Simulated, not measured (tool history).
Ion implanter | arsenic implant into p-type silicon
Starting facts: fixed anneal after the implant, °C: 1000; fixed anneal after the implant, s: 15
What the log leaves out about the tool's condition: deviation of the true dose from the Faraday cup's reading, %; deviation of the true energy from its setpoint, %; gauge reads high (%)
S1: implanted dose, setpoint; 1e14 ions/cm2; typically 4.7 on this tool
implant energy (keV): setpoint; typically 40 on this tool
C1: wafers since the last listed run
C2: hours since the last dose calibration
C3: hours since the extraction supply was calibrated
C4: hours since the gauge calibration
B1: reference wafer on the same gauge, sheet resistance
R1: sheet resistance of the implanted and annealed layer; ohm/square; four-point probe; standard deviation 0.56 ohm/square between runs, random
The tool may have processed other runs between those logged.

run 1 day=0 | S1=4.12 implant_energy_(keV)=40 | C1=0 C2=1855.8 C3=4170.3 C4=112.6 | B1=174.07 | R1=230.63
run 2 day=1.333 | S1=4.12 implant_energy_(keV)=40 | C1=430 C2=1887.8 C3=4202.3 C4=144.6 | B1=174.22 | R1=231.43
run 3 day=3.508 | S1=4.12 implant_energy_(keV)=40 | C1=701 C2=1940 C3=4254.5 C4=196.8 | B1=174.13 | R1=230.83
run 4 day=6.088 | S1=5.77 implant_energy_(keV)=40 | C1=831 C2=2001.9 C3=4316.4 C4=258.7 | B1=173.91 | R1=178.38
run 5 day=8.262 | S1=5.77 implant_energy_(keV)=40 | C1=701 C2=2054.1 C3=4368.6 C4=310.9 | B1=173.92 | R1=178.67
run 6 day=10.15 | S1=4.7 implant_energy_(keV)=40 | C1=608 C2=2099.4 C3=4413.9 C4=356.2 | B1=173.88 | R1=208.28
-- day=11.108 Faraday cup replaced and dose calibrated
run 7 day=12.05 | S1=4.07 implant_energy_(keV)=40 | C1=505 C2=22.6 C3=4459.5 C4=401.8 | B1=174.14 | R1=224.25
run 8 day=14.138 | S1=4.07 implant_energy_(keV)=40 | C1=673 C2=72.7 C3=4509.6 C4=451.9 | B1=174.08 | R1=224.17
run 9 day=15.375 | S1=5.75 implant_energy_(keV)=30 | C1=399 C2=102.4 C3=4539.3 C4=481.6 | B1=173.92 | R1=180.06
run 10 day=17.883 | S1=4.7 implant_energy_(keV)=40 | C1=809 C2=162.6 C3=4599.5 C4=541.8 | B1=173.94 | R1=202.76
-- day=18.158 gauge calibrated
run 11 day=18.946 | S1=3.86 implant_energy_(keV)=40 | C1=342 C2=188.1 C3=4625 C4=18.9 | B1=173.89 | R1=234.25
run 12 day=20.771 | S1=4.7 implant_energy_(keV)=29.5 | C1=588 C2=231.9 C3=4668.8 C4=62.7 | B1=174.08 | R1=212.46
-- day=22.554 extraction supply calibrated
run 13 day=22.762 | S1=6 implant_energy_(keV)=50 | C1=534 C2=279.7 C3=5 C4=110.5 | B1=174.11 | R1=161.64
run 14 day=23.812 | S1=3.87 implant_energy_(keV)=40 | C1=338 C2=304.9 C3=30.2 C4=135.7 | B1=173.83 | R1=235.42
run 15 day=31.417 | S1=5.77 implant_energy_(keV)=44.5 | C1=2452 C2=487.4 C3=212.7 C4=318.2 | B1=173.94 | R1=171.41
run 16 day=33.158 | S1=4.7 implant_energy_(keV)=49 | C1=561 C2=529.2 C3=254.5 C4=360 | B1=173.83 | R1=197.8

4 options for the next run, each taken on its own from the tool as it stands now. Forecast them:
run A day=33.175 | S1=4.7 implant_energy_(keV)=40 | C1=5 C2=529.6 C3=254.9 C4=360.4 | B1=? | R1=?
run B day=33.175 | S1=3.77 implant_energy_(keV)=40 | C1=5 C2=529.6 C3=254.9 C4=360.4 | B1=? | R1=?
run C day=33.175 | S1=5.74 implant_energy_(keV)=51 | C1=5 C2=529.6 C3=254.9 C4=360.4 | B1=? | R1=?
run D day=33.175 | S1=3.52 implant_energy_(keV)=35.5 | C1=5 C2=529.6 C3=254.9 C4=360.4 | B1=? | R1=?

run=A B1=174.1 R1=205.49
run=B B1=174.1 R1=242.61
run=C B1=174.1 R1=170.03
run=D B1=174.1 R1=259.84
With the hidden condition removed and each run's random variation left untouched, the same runs would have given:
run=A R1=200.73
run=B R1=237.06
run=C R1=166.01
run=D R1=253.93
